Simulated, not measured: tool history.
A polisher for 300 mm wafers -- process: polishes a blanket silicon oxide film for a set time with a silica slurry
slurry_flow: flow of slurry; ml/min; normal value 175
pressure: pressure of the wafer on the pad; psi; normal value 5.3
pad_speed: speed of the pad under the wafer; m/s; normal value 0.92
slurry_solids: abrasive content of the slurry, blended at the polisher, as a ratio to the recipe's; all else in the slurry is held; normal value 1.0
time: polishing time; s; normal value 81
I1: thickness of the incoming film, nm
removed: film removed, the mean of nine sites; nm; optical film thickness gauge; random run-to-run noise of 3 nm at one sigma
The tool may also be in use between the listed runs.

Run 1, hour 0.0: usual settings; I1 1730.4. Result: removed 227.1 nm.
At hour 38.2: slurry blender recalibrated.
Run 2, hour 40.6: usual settings; I1 1728.2. Result: removed 232.7 nm.
Run 3, hour 91.8: usual settings; I1 1748.4. Result: removed 230.9 nm.
At hour 175.8: worn pad replaced by a new one.
Run 4, hour 180.2: usual settings; I1 1713.7. Result: removed 231.6 nm.
At hour 206.3: conditioning disc replaced and pad reconditioned.
Run 5, hour 263.7: usual settings; I1 1720.8. Result: removed 232.2 nm.
Run 6, hour 300.6: usual settings; I1 1735.4. Result: removed 232.5 nm.
Run 7, hour 343.1: usual settings but time 91 s; I1 1718.8. Result: removed 254.3 nm.
At hour 386.7: slurry blender recalibrated.
At hour 407.4: slurry nozzle cleaned.
Run 8, hour 540.5: usual settings but time 91 s; I1 1709.3. Result: removed 265.2 nm.
At hour 595.0: worn pad replaced by a new one.
Run 9, hour 631.7: usual settings but time 91 s; I1 1724.4. Result: removed 260.0 nm.
At hour 674.2: conditioning disc replaced and pad reconditioned.
At hour 703.4: head pressure recalibrated.
Run 10, hour 713.4: usual settings but slurry_solids 1.2; I1 1716.2. Result: removed 256.6 nm.
Run 11, hour 775.0: usual settings but slurry_solids 1.2; I1 1728.3. Result: removed 256.0 nm.
At hour 815.9: slurry blender recalibrated.
At hour 948.1: worn pad replaced by a new one.
Run 12, hour 976.3: usual settings; I1 1701.8. Result: removed 230.9 nm.
At hour 1037.1: slurry nozzle cleaned.
Run 13, hour 1081.4: usual settings but time 91 s; I1 1699.8. Result: removed 264.3 nm.

What will run 14 give?
At hour 1118.5: conditioning disc replaced and pad reconditioned.
Run 14, hour 1127.4: usual settings but slurry_flow 230 ml/min; I1 1708.0. Result: removed ?.

Logged for run 14: removed 235.0 nm.
The same run, on a tool lacking any hidden state, would have yielded removed 235.0 nm.
